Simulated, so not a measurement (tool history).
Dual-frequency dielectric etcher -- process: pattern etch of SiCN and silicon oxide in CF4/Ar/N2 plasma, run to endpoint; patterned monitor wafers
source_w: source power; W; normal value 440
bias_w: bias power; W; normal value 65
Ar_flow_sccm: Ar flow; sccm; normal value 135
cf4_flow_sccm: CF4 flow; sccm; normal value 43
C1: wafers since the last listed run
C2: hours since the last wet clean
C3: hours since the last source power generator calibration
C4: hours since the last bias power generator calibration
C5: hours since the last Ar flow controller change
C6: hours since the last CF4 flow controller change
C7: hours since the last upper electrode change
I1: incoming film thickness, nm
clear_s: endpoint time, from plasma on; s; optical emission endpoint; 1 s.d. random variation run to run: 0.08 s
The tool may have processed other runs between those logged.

{"run": 1, "day": 0.0, "source_w": 380, "bias_w": 61, "Ar_flow_sccm": 135, "cf4_flow_sccm": 43, "C1": 0, "C2": 541.4, "C3": 4364.3, "C4": 2341.3, "C5": 1445.6, "C6": 2325, "C7": 2749.1, "I1": 9.11, "clear_s": 14.9}
{"day": 1.279, "done": "wet clean of the chamber"}
{"day": 1.3, "done": "upper electrode replaced"}
{"run": 2, "day": 1.321, "source_w": 380, "bias_w": 61, "Ar_flow_sccm": 135, "cf4_flow_sccm": 43, "C1": 80, "C2": 1, "C3": 4396, "C4": 2373, "C5": 1477.3, "C6": 2356.7, "C7": 0.5, "I1": 9.05, "clear_s": 15}
{"run": 3, "day": 1.338, "source_w": 440, "bias_w": 65, "Ar_flow_sccm": 148, "cf4_flow_sccm": 50, "C1": 4, "C2": 1.4, "C3": 4396.4, "C4": 2373.4, "C5": 1477.7, "C6": 2357.1, "C7": 0.9, "I1": 9.17, "clear_s": 12.9}
{"run": 4, "day": 1.858, "source_w": 440, "bias_w": 65, "Ar_flow_sccm": 148, "cf4_flow_sccm": 50, "C1": 140, "C2": 13.9, "C3": 4408.9, "C4": 2385.9, "C5": 1490.2, "C6": 2369.6, "C7": 13.4, "I1": 9.08, "clear_s": 12.7}
{"run": 5, "day": 2.246, "source_w": 500, "bias_w": 65, "Ar_flow_sccm": 135, "cf4_flow_sccm": 43, "C1": 104, "C2": 23.2, "C3": 4418.2, "C4": 2395.2, "C5": 1499.5, "C6": 2378.9, "C7": 22.7, "I1": 9.06, "clear_s": 11.4}
{"run": 6, "day": 2.675, "source_w": 500, "bias_w": 65, "Ar_flow_sccm": 135, "cf4_flow_sccm": 43, "C1": 115, "C2": 33.5, "C3": 4428.5, "C4": 2405.5, "C5": 1509.8, "C6": 2389.2, "C7": 33, "I1": 9.22, "clear_s": 11.9}
{"day": 3.046, "done": "CF4 flow controller replaced"}
{"day": 3.129, "done": "bias power generator calibrated"}
{"run": 7, "day": 3.15, "source_w": 440, "bias_w": 65, "Ar_flow_sccm": 135, "cf4_flow_sccm": 43, "C1": 38, "C2": 44.9, "C3": 4439.9, "C4": 0.5, "C5": 1521.2, "C6": 2.5, "C7": 44.4, "I1": 9.12, "clear_s": 12.9}
{"run": 8, "day": 3.738, "source_w": 440, "bias_w": 65, "Ar_flow_sccm": 135, "cf4_flow_sccm": 43, "C1": 158, "C2": 59, "C3": 4454, "C4": 14.6, "C5": 1535.3, "C6": 16.6, "C7": 58.5, "I1": 9.15, "clear_s": 12.9}
{"day": 4.225, "done": "source power generator calibrated"}
{"run": 9, "day": 4.325, "source_w": 440, "bias_w": 65, "Ar_flow_sccm": 135, "cf4_flow_sccm": 43, "C1": 113, "C2": 73.1, "C3": 2.4, "C4": 28.7, "C5": 1549.4, "C6": 30.7, "C7": 72.6, "I1": 9.15, "clear_s": 13}
{"run": 10, "day": 4.712, "source_w": 440, "bias_w": 70, "Ar_flow_sccm": 135, "cf4_flow_sccm": 43, "C1": 104, "C2": 82.4, "C3": 11.7, "C4": 38, "C5": 1558.7, "C6": 40, "C7": 81.9, "I1": 9.01, "clear_s": 12.4}
{"run": 11, "day": 5.042, "source_w": 440, "bias_w": 65, "Ar_flow_sccm": 135, "cf4_flow_sccm": 43, "C1": 88, "C2": 90.3, "C3": 19.6, "C4": 45.9, "C5": 1566.6, "C6": 47.9, "C7": 89.8, "I1": 9.11, "clear_s": 12.9}
{"run": 12, "day": 5.308, "source_w": 440, "bias_w": 65, "Ar_flow_sccm": 103, "cf4_flow_sccm": 46, "C1": 71, "C2": 96.7, "C3": 26, "C4": 52.3, "C5": 1573, "C6": 54.3, "C7": 96.2, "I1": 9.06, "clear_s": 11.8}
{"run": 13, "day": 5.667, "source_w": 440, "bias_w": 65, "Ar_flow_sccm": 144, "cf4_flow_sccm": 43, "C1": 96, "C2": 105.3, "C3": 34.6, "C4": 60.9, "C5": 1581.6, "C6": 62.9, "C7": 104.8, "I1": 9.16, "clear_s": 13.2}
{"run": 14, "day": 6.296, "source_w": 380, "bias_w": 61, "Ar_flow_sccm": 135, "cf4_flow_sccm": 43, "C1": 169, "C2": 120.4, "C3": 49.7, "C4": 76, "C5": 1596.7, "C6": 78, "C7": 119.9, "I1": 9.05, "clear_s": 14.9}
{"run": 15, "day": 6.788, "source_w": 440, "bias_w": 80, "Ar_flow_sccm": 107, "cf4_flow_sccm": 43, "C1": 132, "C2": 132.2, "C3": 61.5, "C4": 87.8, "C5": 1608.5, "C6": 89.8, "C7": 131.7, "I1": 9.08, "clear_s": 10.8}
{"run": 16, "day": 7.471, "source_w": 440, "bias_w": 65, "Ar_flow_sccm": 135, "cf4_flow_sccm": 37, "C1": 183, "C2": 148.6, "C3": 77.9, "C4": 104.2, "C5": 1624.9, "C6": 106.2, "C7": 148.1, "I1": 9.02, "clear_s": 13.1}
{"day": 7.788, "done": "Ar flow controller replaced"}
{"run": 17, "day": 7.808, "source_w": 440, "bias_w": 65, "Ar_flow_sccm": 124, "cf4_flow_sccm": 38, "C1": 23, "C2": 156.7, "C3": 86, "C4": 112.3, "C5": 0.5, "C6": 114.3, "C7": 156.2, "I1": 9.11, "clear_s": 12.8}
{"run": 18, "day": 8.117, "source_w": 440, "bias_w": 65, "Ar_flow_sccm": 135, "cf4_flow_sccm": 43, "C1": 82, "C2": 164.1, "C3": 93.4, "C4": 119.7, "C5": 7.9, "C6": 121.7, "C7": 163.6, "I1": 9.08, "clear_s": 12.9}
{"run": 19, "day": 8.371, "source_w": 440, "bias_w": 65, "Ar_flow_sccm": 135, "cf4_flow_sccm": 38, "C1": 68, "C2": 170.2, "C3": 99.5, "C4": 125.8, "C5": 14, "C6": 127.8, "C7": 169.7, "I1": 9.15, "clear_s": 13.1}
{"run": 20, "day": 9.104, "source_w": 350, "bias_w": 65, "Ar_flow_sccm": 156, "cf4_flow_sccm": 43, "C1": 197, "C2": 187.8, "C3": 117.1, "C4": 143.4, "C5": 31.6, "C6": 145.4, "C7": 187.3, "I1": 9.08, "clear_s": 16.1}
{"run": 21, "day": 9.479, "source_w": 440, "bias_w": 65, "Ar_flow_sccm": 167, "cf4_flow_sccm": 34, "C1": 100, "C2": 196.8, "C3": 126.1, "C4": 152.4, "C5": 40.6, "C6": 154.4, "C7": 196.3, "I1": 9.11, "clear_s": 14.3}
{"run": 22, "day": 9.958, "source_w": 440, "bias_w": 65, "Ar_flow_sccm": 135, "cf4_flow_sccm": 43, "C1": 128, "C2": 208.3, "C3": 137.6, "C4": 163.9, "C5": 52.1, "C6": 165.9, "C7": 207.8, "I1": 9.1, "clear_s": 12.8}
{"run": 23, "day": 10.467, "source_w": 370, "bias_w": 65, "Ar_flow_sccm": 135, "cf4_flow_sccm": 43, "C1": 136, "C2": 220.5, "C3": 149.8, "C4": 176.1, "C5": 64.3, "C6": 178.1, "C7": 220, "I1": 9.13, "clear_s": 15}

Run 24 is up next; what results do you expect?
{"run": 24, "day": 10.925, "source_w": 540, "bias_w": 57, "Ar_flow_sccm": 107, "cf4_flow_sccm": 48, "C1": 123, "C2": 231.5, "C3": 160.8, "C4": 187.1, "C5": 75.3, "C6": 189.1, "C7": 231, "I1": 9.14, "clear_s": "?"}

{"run 24": {"clear_s": 10.6}}
Take away the tool's hidden state, keep the run-to-run variation as it was, and the same run would have given clear_s 10.6 s.

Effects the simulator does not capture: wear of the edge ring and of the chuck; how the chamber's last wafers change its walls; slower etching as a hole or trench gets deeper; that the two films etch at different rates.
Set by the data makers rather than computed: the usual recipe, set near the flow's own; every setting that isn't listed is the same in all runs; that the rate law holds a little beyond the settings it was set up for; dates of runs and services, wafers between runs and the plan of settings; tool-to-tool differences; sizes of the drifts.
